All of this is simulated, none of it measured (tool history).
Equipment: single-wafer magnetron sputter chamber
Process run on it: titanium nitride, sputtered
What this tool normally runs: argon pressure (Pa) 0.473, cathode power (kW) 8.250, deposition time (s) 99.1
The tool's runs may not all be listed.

run     day  argon pressure (Pa)  cathode power (kW)  deposition time (s)  read-back reference wafer on the same gauge, thickness_nm  mean film thickness on the monitor wafer (angstrom)
  1   0.000                0.473               8.250                 99.1                                                    116.008                                              1356.33
  2   2.150                0.473               8.250                 99.1                                                    116.012                                              1342.53
  3   4.192                0.473               8.250                 99.1                                                    116.029                                              1333.40
  4   5.804                0.473               8.250                 99.1                                                    116.070                                              1341.31
  5   8.729                0.473               8.250                 99.1                                                    115.903                                              1360.70
  6  10.471                0.473               8.250                110.2                                                    116.034                                              1495.77
  7  12.417                0.473               8.250                110.2                                                    115.910                                              1502.56
  8  13.954                0.473               8.250                110.2                                                    116.064                                              1494.79
  9  17.950                0.473               8.250                 99.1                                                    116.016                                              1337.34
 10  20.833                0.473               8.250                 99.1                                                    116.062                                              1345.60
 11  22.479                0.473               7.250                 99.1                                                    115.972                                              1207.12
 12  23.450                0.473               7.250                 99.1                                                    116.001                                              1205.01
 13  24.696                0.473              10.300                 85.0                                                    116.042                                              1454.42
 14  27.500                0.473               8.250                 99.1                                                    116.002                                              1362.41
 15  28.988                0.473               9.100                 99.1                                                    116.078                                              1494.02
 16  30.471                0.402               7.100                 99.1                                                    115.952                                              1203.32
 17  31.525                0.629              10.250                 81.4                                                    115.973                                              1300.54
 18  33.858                0.473               6.450                 99.1                                                    115.998                                              1059.01
 19  35.008                0.329               7.500                109.1                                                    115.969                                              1438.70
 20  42.338                0.473               8.250                 99.1                                                    115.982                                              1379.14
 21  44.671                0.333               8.250                106.1                                                    116.004                                              1556.10
 22  46.300                0.473               8.250                 99.1                                                    115.951                                              1355.50
 23  48.254                0.473               8.250                 99.1                                                    115.991                                              1354.83
 24  49.388                0.473               6.600                 99.1                                                    116.003                                              1083.85
 25  54.412                0.521               9.250                 86.0                                                    116.024                                              1288.20
 26  56.142                0.473               8.250                106.9                                                    115.980                                              1458.66
 27  57.750                0.630               8.850                 99.1                                                    115.978                                              1353.82
 28  60.625                0.473               7.150                 93.9                                                    116.072                                              1123.82
 29  65.050                0.563               8.250                 83.6                                                    115.921                                              1107.60
 30  66.079                0.473               7.250                104.6                                                    115.929                                              1263.06
 31  68.562                0.473               8.250                117.7                                                    115.931                                              1595.62
 32  70.017                0.349               6.700                 83.6                                                    115.993                                               969.16
 33  72.088                0.341               7.450                 81.6                                                    115.962                                              1060.77

Taken out of this log: 7 entries between the listed runs. Where each belongs, and how the hidden state differs across it:
From run 4 to run 5: sputter target and shields replaced (day 6.696)
  deposition rate above that of a new target (%): -2.06 -> -0.919
  what was measured, less what the result would be without the hidden state, mean film thickness on the monitor wafer (angstrom): -28.23 -> -12.63
From run 10 to run 11: capacitance manometer re-zeroed and calibrated (day 22.004); sputter target and shields replaced (day 22.458)
  deposition rate above that of a new target (%): -2.26 -> -0.02
  what was measured, less what the result would be without the hidden state, mean film thickness on the monitor wafer (angstrom): -31.11 -> -0.24
From run 19 to run 20: sputter target and shields replaced (day 41.988)
  deposition rate above that of a new target (%): -1.92 -> -0.204
  what was measured, less what the result would be without the hidden state, mean film thickness on the monitor wafer (angstrom): -28.23 -> -2.82
From run 21 to run 22: gauge calibrated (day 45.788)
  deposition rate above that of a new target (%): -0.872 -> -1.2
  what was measured, less what the result would be without the hidden state, mean film thickness on the monitor wafer (angstrom): -13.69 -> -16.53
From run 23 to run 24: magnet pack replaced (day 49.208)
  deposition rate above that of a new target (%): -1.5 -> -1.63
  what was measured, less what the result would be without the hidden state, mean film thickness on the monitor wafer (angstrom): -20.62 -> -17.96
From run 27 to run 28: sputter target and shields replaced (day 60.604)
  deposition rate above that of a new target (%): -2.1 -> -0.0605
  what was measured, less what the result would be without the hidden state, mean film thickness on the monitor wafer (angstrom): -29.04 -> -0.68

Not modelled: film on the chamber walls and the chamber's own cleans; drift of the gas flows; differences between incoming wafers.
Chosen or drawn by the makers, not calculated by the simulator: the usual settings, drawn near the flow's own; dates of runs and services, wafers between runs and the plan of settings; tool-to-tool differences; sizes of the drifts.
